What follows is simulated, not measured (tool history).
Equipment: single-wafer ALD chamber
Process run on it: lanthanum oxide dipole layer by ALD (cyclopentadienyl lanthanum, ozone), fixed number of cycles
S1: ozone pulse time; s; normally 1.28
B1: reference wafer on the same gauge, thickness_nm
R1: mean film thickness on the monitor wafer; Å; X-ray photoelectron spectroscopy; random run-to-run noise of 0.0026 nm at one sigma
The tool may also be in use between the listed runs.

run,hour,S1,B1,R1
1,0.0,1.49,0.533,6.10
2,14.7,1.49,0.533,6.10
3,23.8,1.28,0.533,5.89
4,30.0,1.28,0.534,5.86
5,43.2,1.28,0.533,5.86
6,57.6,1.28,0.534,5.88
7,73.2,1.28,0.533,5.87
8,79.3,0.94,0.533,5.06
9,101.9,1.28,0.533,5.84
10,115.3,1.28,0.534,5.89
11,144.1,1.28,0.533,5.87
12,153.1,1.50,0.533,6.09
# hour 168.6: ozone generator serviced
13,169.1,1.50,0.533,6.12
14,175.9,1.50,0.533,6.08
# hour 183.9: showerhead replaced
# hour 192.5: thermocouple changed; heater temperature recalibrated
15,193.0,1.48,0.533,6.05
16,194.3,0.97,0.533,5.18
17,205.1,1.59,0.534,6.13
18,220.4,1.65,0.533,6.21
19,227.7,1.46,0.533,6.07
20,234.3,1.43,0.533,6.02
21,250.7,1.40,0.533,5.95
22,264.1,1.52,0.533,6.13
23,277.6,1.09,0.533,5.53
24,294.7,1.28,0.532,5.88
# hour 297.7: gauge calibrated
25,309.8,0.87,0.533,4.73
26,320.9,1.28,0.533,5.90
27,335.4,1.28,0.533,5.87
28,344.4,1.28,0.532,5.87
29,362.2,1.41,0.533,6.01
30,376.6,1.01,0.533,5.29
31,388.3,1.64,0.533,6.19
32,403.6,1.60,0.533,6.19
33,415.1,1.28,0.533,5.88
34,426.2,1.54,0.533,6.06
35,442.5,1.04,0.533,5.38
36,449.1,1.28,0.533,5.87

For each run, what was the tool's unlogged condition?
wafer temperature above the value expected at the setpoint (K): 0 across all the runs
ozone dose above that of a generator just serviced (%): 0 across all the runs
gauge reads high (%): 0 across all the runs
